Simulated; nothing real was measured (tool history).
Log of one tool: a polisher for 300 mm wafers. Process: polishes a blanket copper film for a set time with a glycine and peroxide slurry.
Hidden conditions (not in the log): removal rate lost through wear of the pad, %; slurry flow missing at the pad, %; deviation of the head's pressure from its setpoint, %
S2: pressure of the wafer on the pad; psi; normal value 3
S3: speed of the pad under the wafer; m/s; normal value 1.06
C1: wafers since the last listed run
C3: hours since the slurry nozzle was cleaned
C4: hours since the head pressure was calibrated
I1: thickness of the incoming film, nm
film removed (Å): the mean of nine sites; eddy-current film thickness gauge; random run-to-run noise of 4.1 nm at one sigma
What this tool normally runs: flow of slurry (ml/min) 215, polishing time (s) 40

run 1 hour=0 | flow_of_slurry_(ml/min)=215 S2=3 S3=1.06 polishing_time_(s)=43 | C1=0 wafers_polished_on_this_pad=7 C3=75.9 C4=423.8 | I1=1469.8 | film_removed_(Å)=3017
run 2 hour=30.5 | flow_of_slurry_(ml/min)=215 S2=3 S3=1.06 polishing_time_(s)=40 | C1=447 wafers_polished_on_this_pad=455 C3=106.4 C4=454.3 | I1=1490 | film_removed_(Å)=2865
run 3 hour=67.9 | flow_of_slurry_(ml/min)=215 S2=3 S3=1.06 polishing_time_(s)=40 | C1=548 wafers_polished_on_this_pad=1004 C3=143.8 C4=491.7 | I1=1464.1 | film_removed_(Å)=2828
run 4 hour=85.1 | flow_of_slurry_(ml/min)=215 S2=3 S3=1.06 polishing_time_(s)=40 | C1=252 wafers_polished_on_this_pad=1256 C3=161 C4=508.9 | I1=1505.9 | film_removed_(Å)=2782
run 5 hour=114.5 | flow_of_slurry_(ml/min)=215 S2=3 S3=1.06 polishing_time_(s)=40 | C1=431 wafers_polished_on_this_pad=1688 C3=190.4 C4=538.3 | I1=1504.6 | film_removed_(Å)=2729
run 6 hour=133.8 | flow_of_slurry_(ml/min)=215 S2=3 S3=1.06 polishing_time_(s)=40 | C1=283 wafers_polished_on_this_pad=1971 C3=209.7 C4=557.6 | I1=1462.6 | film_removed_(Å)=2779
run 7 hour=160.2 | flow_of_slurry_(ml/min)=215 S2=3 S3=1.06 polishing_time_(s)=40 | C1=387 wafers_polished_on_this_pad=2359 C3=236.1 C4=584 | I1=1478.4 | film_removed_(Å)=2812
run 8 hour=174 | flow_of_slurry_(ml/min)=180 S2=3.4 S3=1.06 polishing_time_(s)=40 | C1=202 wafers_polished_on_this_pad=2561 C3=249.9 C4=597.8 | I1=1460.6 | film_removed_(Å)=2951
-- hour=196.6 worn pad replaced by a new one
run 9 hour=197.1 | flow_of_slurry_(ml/min)=180 S2=3.4 S3=1.06 polishing_time_(s)=40 | C1=280 wafers_polished_on_this_pad=7 C3=273 C4=620.9 | I1=1458.2 | film_removed_(Å)=2990
run 10 hour=222.8 | flow_of_slurry_(ml/min)=215 S2=3 S3=1.06 polishing_time_(s)=40 | C1=377 wafers_polished_on_this_pad=384 C3=298.7 C4=646.6 | I1=1498.3 | film_removed_(Å)=2735
-- hour=242.1 slurry nozzle cleaned
run 11 hour=256.8 | flow_of_slurry_(ml/min)=215 S2=3 S3=1.06 polishing_time_(s)=40 | C1=484 wafers_polished_on_this_pad=869 C3=14.7 C4=680.6 | I1=1487.1 | film_removed_(Å)=2795
run 12 hour=309.2 | flow_of_slurry_(ml/min)=215 S2=3 S3=1.06 polishing_time_(s)=40 | C1=769 wafers_polished_on_this_pad=1638 C3=67.1 C4=733 | I1=1478.1 | film_removed_(Å)=2697
run 13 hour=339.8 | flow_of_slurry_(ml/min)=215 S2=3 S3=1.06 polishing_time_(s)=40 | C1=449 wafers_polished_on_this_pad=2087 C3=97.7 C4=763.6 | I1=1447.4 | film_removed_(Å)=2700
run 14 hour=367.3 | flow_of_slurry_(ml/min)=215 S2=3 S3=1.06 polishing_time_(s)=40 | C1=403 wafers_polished_on_this_pad=2491 C3=125.2 C4=791.1 | I1=1508.7 | film_removed_(Å)=2717
run 15 hour=383.5 | flow_of_slurry_(ml/min)=215 S2=3 S3=1.06 polishing_time_(s)=40 | C1=237 wafers_polished_on_this_pad=2728 C3=141.4 C4=807.3 | I1=1452.5 | film_removed_(Å)=2670
-- hour=410 worn pad replaced by a new one
run 16 hour=414.6 | flow_of_slurry_(ml/min)=255 S2=3 S3=1.06 polishing_time_(s)=40 | C1=397 wafers_polished_on_this_pad=67 C3=172.5 C4=838.4 | I1=1453 | film_removed_(Å)=2817
run 17 hour=490.6 | flow_of_slurry_(ml/min)=245 S2=3 S3=1.06 polishing_time_(s)=44 | C1=1115 wafers_polished_on_this_pad=1183 C3=248.5 C4=914.4 | I1=1504.3 | film_removed_(Å)=2974
run 18 hour=504.4 | flow_of_slurry_(ml/min)=215 S2=3 S3=1.06 polishing_time_(s)=40 | C1=202 wafers_polished_on_this_pad=1385 C3=262.3 C4=928.2 | I1=1490.5 | film_removed_(Å)=2641
run 19 hour=539.8 | flow_of_slurry_(ml/min)=215 S2=2.4 S3=1.06 polishing_time_(s)=40 | C1=519 wafers_polished_on_this_pad=1905 C3=297.7 C4=963.6 | I1=1479.5 | film_removed_(Å)=2209
-- hour=566.1 head pressure recalibrated
run 20 hour=566.6 | flow_of_slurry_(ml/min)=245 S2=3.8 S3=0.88 polishing_time_(s)=47 | C1=364 wafers_polished_on_this_pad=2269 C3=324.5 C4=0.5 | I1=1466.6 | film_removed_(Å)=3510
-- hour=570.2 slurry nozzle cleaned
run 21 hour=588.4 | flow_of_slurry_(ml/min)=215 S2=3 S3=1.06 polishing_time_(s)=40 | C1=305 wafers_polished_on_this_pad=2574 C3=18.2 C4=22.3 | I1=1473.3 | film_removed_(Å)=2845
run 22 hour=613.4 | flow_of_slurry_(ml/min)=185 S2=3 S3=1.06 polishing_time_(s)=45 | C1=366 wafers_polished_on_this_pad=2941 C3=43.2 C4=47.3 | I1=1477.3 | film_removed_(Å)=3084
-- hour=629.3 worn pad replaced by a new one
run 23 hour=646.9 | flow_of_slurry_(ml/min)=215 S2=3 S3=0.82 polishing_time_(s)=31 | C1=433 wafers_polished_on_this_pad=257 C3=76.7 C4=80.8 | I1=1494.1 | film_removed_(Å)=1779
run 24 hour=669.9 | flow_of_slurry_(ml/min)=215 S2=2.6 S3=1.06 polishing_time_(s)=40 | C1=337 wafers_polished_on_this_pad=595 C3=99.7 C4=103.8 | I1=1499.5 | film_removed_(Å)=2493
run 25 hour=685.8 | flow_of_slurry_(ml/min)=215 S2=3 S3=1.06 polishing_time_(s)=40 | C1=233 wafers_polished_on_this_pad=828 C3=115.6 C4=119.7 | I1=1464.3 | film_removed_(Å)=2868
run 26 hour=704.5 | flow_of_slurry_(ml/min)=215 S2=3.3 S3=1.06 polishing_time_(s)=40 | C1=274 wafers_polished_on_this_pad=1103 C3=134.3 C4=138.4 | I1=1473 | film_removed_(Å)=3070
run 27 hour=733 | flow_of_slurry_(ml/min)=215 S2=3 S3=1.06 polishing_time_(s)=40 | C1=418 wafers_polished_on_this_pad=1521 C3=162.8 C4=166.9 | I1=1475.4 | film_removed_(Å)=2878
run 28 hour=757.4 | flow_of_slurry_(ml/min)=215 S2=3 S3=1.06 polishing_time_(s)=44 | C1=358 wafers_polished_on_this_pad=1879 C3=187.2 C4=191.3 | I1=1473.7 | film_removed_(Å)=3191
run 29 hour=774.1 | flow_of_slurry_(ml/min)=255 S2=3 S3=0.72 polishing_time_(s)=47 | C1=245 wafers_polished_on_this_pad=2124 C3=203.9 C4=208 | I1=1475.3 | film_removed_(Å)=2439
run 30 hour=792.5 | flow_of_slurry_(ml/min)=215 S2=3 S3=1.06 polishing_time_(s)=48 | C1=270 wafers_polished_on_this_pad=2394 C3=222.3 C4=226.4 | I1=1460.1 | film_removed_(Å)=3379
run 31 hour=818.6 | flow_of_slurry_(ml/min)=170 S2=3 S3=1.06 polishing_time_(s)=50 | C1=383 wafers_polished_on_this_pad=2777 C3=248.4 C4=252.5 | I1=1480 | film_removed_(Å)=3420
-- hour=842 worn pad replaced by a new one
run 32 hour=846.6 | flow_of_slurry_(ml/min)=290 S2=3.6 S3=0.7 polishing_time_(s)=29 | C1=352 wafers_polished_on_this_pad=67 C3=276.4 C4=280.5 | I1=1484.9 | film_removed_(Å)=1751
run 33 hour=860.8 | flow_of_slurry_(ml/min)=190 S2=3 S3=1.06 polishing_time_(s)=40 | C1=208 wafers_polished_on_this_pad=275 C3=290.6 C4=294.7 | I1=1474.7 | film_removed_(Å)=2742
run 34 hour=876.5 | flow_of_slurry_(ml/min)=140 S2=3.9 S3=1.06 polishing_time_(s)=40 | C1=230 wafers_polished_on_this_pad=506 C3=306.3 C4=310.4 | I1=1458.7 | film_removed_(Å)=3266
-- hour=888.6 slurry nozzle cleaned
run 35 hour=905.7 | flow_of_slurry_(ml/min)=215 S2=3 S3=1.06 polishing_time_(s)=40 | C1=413 wafers_polished_on_this_pad=920 C3=17.1 C4=339.6 | I1=1497.4 | film_removed_(Å)=2796
run 36 hour=924.9 | flow_of_slurry_(ml/min)=215 S2=3 S3=0.8 polishing_time_(s)=49 | C1=281 wafers_polished_on_this_pad=1201 C3=36.3 C4=358.8 | I1=1493 | film_removed_(Å)=2740

Here are 5 independent what-if runs from the current tool condition. What would each one return?
run A hour=925.3 | flow_of_slurry_(ml/min)=215 S2=3 S3=0.96 polishing_time_(s)=40 | C1=5 wafers_polished_on_this_pad=1207 C3=36.7 C4=359.2 | I1=1475.1 | film_removed_(Å)=?
run B hour=925.3 | flow_of_slurry_(ml/min)=195 S2=3.7 S3=1.06 polishing_time_(s)=36 | C1=5 wafers_polished_on_this_pad=1207 C3=36.7 C4=359.2 | I1=1475.1 | film_removed_(Å)=?
run C hour=925.3 | flow_of_slurry_(ml/min)=215 S2=2.2 S3=1.06 polishing_time_(s)=40 | C1=5 wafers_polished_on_this_pad=1207 C3=36.7 C4=359.2 | I1=1475.1 | film_removed_(Å)=?
run D hour=925.3 | flow_of_slurry_(ml/min)=215 S2=3.4 S3=1.06 polishing_time_(s)=40 | C1=5 wafers_polished_on_this_pad=1207 C3=36.7 C4=359.2 | I1=1475.1 | film_removed_(Å)=?
run E hour=925.3 | flow_of_slurry_(ml/min)=215 S2=3 S3=0.8 polishing_time_(s)=45 | C1=5 wafers_polished_on_this_pad=1207 C3=36.7 C4=359.2 | I1=1475.1 | film_removed_(Å)=?

run=A film_removed_(Å)=2645
run=B film_removed_(Å)=3034
run=C film_removed_(Å)=2250
run=D film_removed_(Å)=3185
run=E film_removed_(Å)=2565
What these runs would have given with no unlogged condition in the tool:
run=A film_removed_(Å)=2661
run=B film_removed_(Å)=3053
run=C film_removed_(Å)=2263
run=D film_removed_(Å)=3204
run=E film_removed_(Å)=2580
